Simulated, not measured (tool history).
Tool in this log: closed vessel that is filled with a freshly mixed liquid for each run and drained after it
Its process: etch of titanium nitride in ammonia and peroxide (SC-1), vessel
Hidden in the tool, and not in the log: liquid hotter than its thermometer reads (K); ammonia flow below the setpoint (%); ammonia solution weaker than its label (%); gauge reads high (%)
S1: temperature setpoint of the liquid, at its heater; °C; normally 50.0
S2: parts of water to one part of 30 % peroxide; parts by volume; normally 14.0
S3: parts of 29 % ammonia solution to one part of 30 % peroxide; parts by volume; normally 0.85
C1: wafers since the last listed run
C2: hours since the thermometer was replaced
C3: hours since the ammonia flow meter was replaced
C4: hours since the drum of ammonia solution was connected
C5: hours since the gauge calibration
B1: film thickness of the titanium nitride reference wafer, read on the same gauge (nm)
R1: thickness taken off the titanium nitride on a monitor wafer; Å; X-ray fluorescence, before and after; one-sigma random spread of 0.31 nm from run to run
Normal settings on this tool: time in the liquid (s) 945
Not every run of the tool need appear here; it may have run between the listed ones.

run 1 hour=0.0 | S1=50.0 S2=14.0 S3=0.85 time_in_the_liquid_(s)=945 | C1=0 C2=769.3 C3=1834.8 C4=685.7 C5=218.9 | B1=49.98 | R1=435.2
run 2 hour=43.0 | S1=50.0 S2=14.0 S3=0.85 time_in_the_liquid_(s)=945 | C1=2537 C2=812.3 C3=1877.8 C4=728.7 C5=261.9 | B1=50.02 | R1=433.5
run 3 hour=137.3 | S1=42.5 S2=14.0 S3=0.85 time_in_the_liquid_(s)=945 | C1=5564 C2=906.6 C3=1972.1 C4=823.0 C5=356.2 | B1=50.00 | R1=255.7
run 4 hour=191.7 | S1=42.5 S2=14.0 S3=0.85 time_in_the_liquid_(s)=945 | C1=3210 C2=961.0 C3=2026.5 C4=877.4 C5=410.6 | B1=50.03 | R1=255.5
run 5 hour=227.4 | S1=42.5 S2=14.0 S3=0.85 time_in_the_liquid_(s)=945 | C1=2106 C2=996.7 C3=2062.2 C4=913.1 C5=446.3 | B1=49.99 | R1=256.1
run 6 hour=272.1 | S1=50.0 S2=14.0 S3=0.85 time_in_the_liquid_(s)=945 | C1=2637 C2=1041.4 C3=2106.9 C4=957.8 C5=491.0 | B1=49.98 | R1=440.5
run 7 hour=332.4 | S1=50.0 S2=14.0 S3=0.85 time_in_the_liquid_(s)=945 | C1=3558 C2=1101.7 C3=2167.2 C4=1018.1 C5=551.3 | B1=49.98 | R1=439.0
run 8 hour=394.1 | S1=44.0 S2=18.5 S3=0.70 time_in_the_liquid_(s)=470 | C1=3641 C2=1163.4 C3=2228.9 C4=1079.8 C5=613.0 | B1=50.01 | R1=121.8
-- hour=395.4 gauge calibrated
run 9 hour=455.7 | S1=58.5 S2=14.0 S3=0.85 time_in_the_liquid_(s)=945 | C1=3635 C2=1225.0 C3=2290.5 C4=1141.4 C5=60.3 | B1=50.01 | R1=797.7
-- hour=492.1 ammonia flow meter replaced
-- hour=494.7 new drum of ammonia solution connected
-- hour=507.4 thermometer replaced
run 10 hour=521.4 | S1=40.0 S2=7.5 S3=0.85 time_in_the_liquid_(s)=945 | C1=3700 C2=14.0 C3=29.3 C4=26.7 C5=126.0 | B1=49.98 | R1=332.0
run 11 hour=560.4 | S1=50.0 S2=14.0 S3=0.50 time_in_the_liquid_(s)=660 | C1=2301 C2=53.0 C3=68.3 C4=65.7 C5=165.0 | B1=50.00 | R1=307.2
-- hour=606.7 thermometer replaced, repeated, since the last time left the tool worse
run 12 hour=625.6 | S1=50.0 S2=14.0 S3=0.85 time_in_the_liquid_(s)=945 | C1=3788 C2=18.9 C3=133.5 C4=130.9 C5=230.2 | B1=49.97 | R1=404.8
run 13 hour=654.8 | S1=50.0 S2=14.0 S3=1.05 time_in_the_liquid_(s)=945 | C1=1723 C2=48.1 C3=162.7 C4=160.1 C5=259.4 | B1=50.03 | R1=407.4
run 14 hour=694.0 | S1=50.0 S2=14.0 S3=0.85 time_in_the_liquid_(s)=1205 | C1=2313 C2=87.3 C3=201.9 C4=199.3 C5=298.6 | B1=50.04 | R1=511.4
run 15 hour=759.4 | S1=50.0 S2=14.0 S3=0.85 time_in_the_liquid_(s)=945 | C1=3859 C2=152.7 C3=267.3 C4=264.7 C5=364.0 | B1=50.01 | R1=400.6

Hidden state or all else? Some run-to-run changes of R1, split into what the settings, what came in and random variation would give without the hidden state, and what is left for the hidden state (with any gauge scatter that isn't in both results):
Run 8 -> 9: S1 44.0 -> 58.5, S2 18.5 -> 14.0, S3 0.70 -> 0.85, time in the liquid (s) 470 -> 945, gauge calibrated. R1 +675.9 Å: hidden state +78.8, all else +597.1.
